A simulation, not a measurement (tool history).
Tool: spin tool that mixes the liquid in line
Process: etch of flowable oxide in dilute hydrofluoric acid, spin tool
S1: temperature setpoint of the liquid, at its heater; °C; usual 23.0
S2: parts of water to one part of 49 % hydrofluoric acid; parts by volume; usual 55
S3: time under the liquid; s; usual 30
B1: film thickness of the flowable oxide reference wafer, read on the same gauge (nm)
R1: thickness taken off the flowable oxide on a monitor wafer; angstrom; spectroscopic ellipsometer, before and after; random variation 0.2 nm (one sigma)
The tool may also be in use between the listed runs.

run   hour    S1  S2  S3      B1     R1
  1    0.0  23.0  55  30  120.00  204.3
  2   27.1  23.0  55  30  119.98  207.2
  3   50.0  25.5  55  30  119.99  222.9
  4   70.8  25.5  55  30  119.98  225.3
  5   92.3  23.0  40  30  120.06  279.6
  6  119.3  24.5  55  30  119.98  213.2
  7  143.2  24.5  55  30  119.98  219.2
  8  158.3  24.5  55  30  120.03  216.7
  9  171.3  26.0  55  30  120.00  229.1
 10  188.1  26.0  55  30  120.01  227.4
 11  203.2  21.5  55  35  120.01  216.7
 12  228.0  23.0  65  30  119.99  166.3
 13  251.3  18.5  55  30  120.00  184.8
 14  285.3  23.0  25  30  120.02  516.9
 15  316.5  23.0  45  15  120.03  137.0
 16  344.7  26.0  75  35  120.03  207.8
 17  360.8  23.0  55  30  120.03  218.5
 18  374.9  23.0  55  30  120.03  220.0
 19  405.3  19.5  55  15  120.04   94.5
 20  422.6  23.0  55  30  120.02  214.6

Not shown: 4 entries that the log had between the listed runs. Between which runs, and how does the tool's hidden state differ before and after?
Between runs 5 and 6: gauge calibrated (hour 102.2)
  hydrofluoric acid flow below the setpoint (%): 9.79 -> 10.1
  measured less the result without the state, R1: -32.1 -> -25.8 angstrom
Between runs 8 and 9: thermometer replaced (hour 166.2)
  hydrofluoric acid flow below the setpoint (%): 10.5 -> 10.7
  measured less the result without the state, R1: -27.6 -> -29.7 angstrom
Between runs 12 and 13: hydrofluoric acid flow meter replaced (hour 229.4)
  hydrofluoric acid flow below the setpoint (%): 11.3 -> 1.71
  measured less the result without the state, R1: -23.2 -> -3.5 angstrom
Between runs 15 and 16: gauge calibrated (hour 330.3)
  hydrofluoric acid flow below the setpoint (%): 2.44 -> 2.76
  measured less the result without the state, R1: -3.7 -> -6.5 angstrom
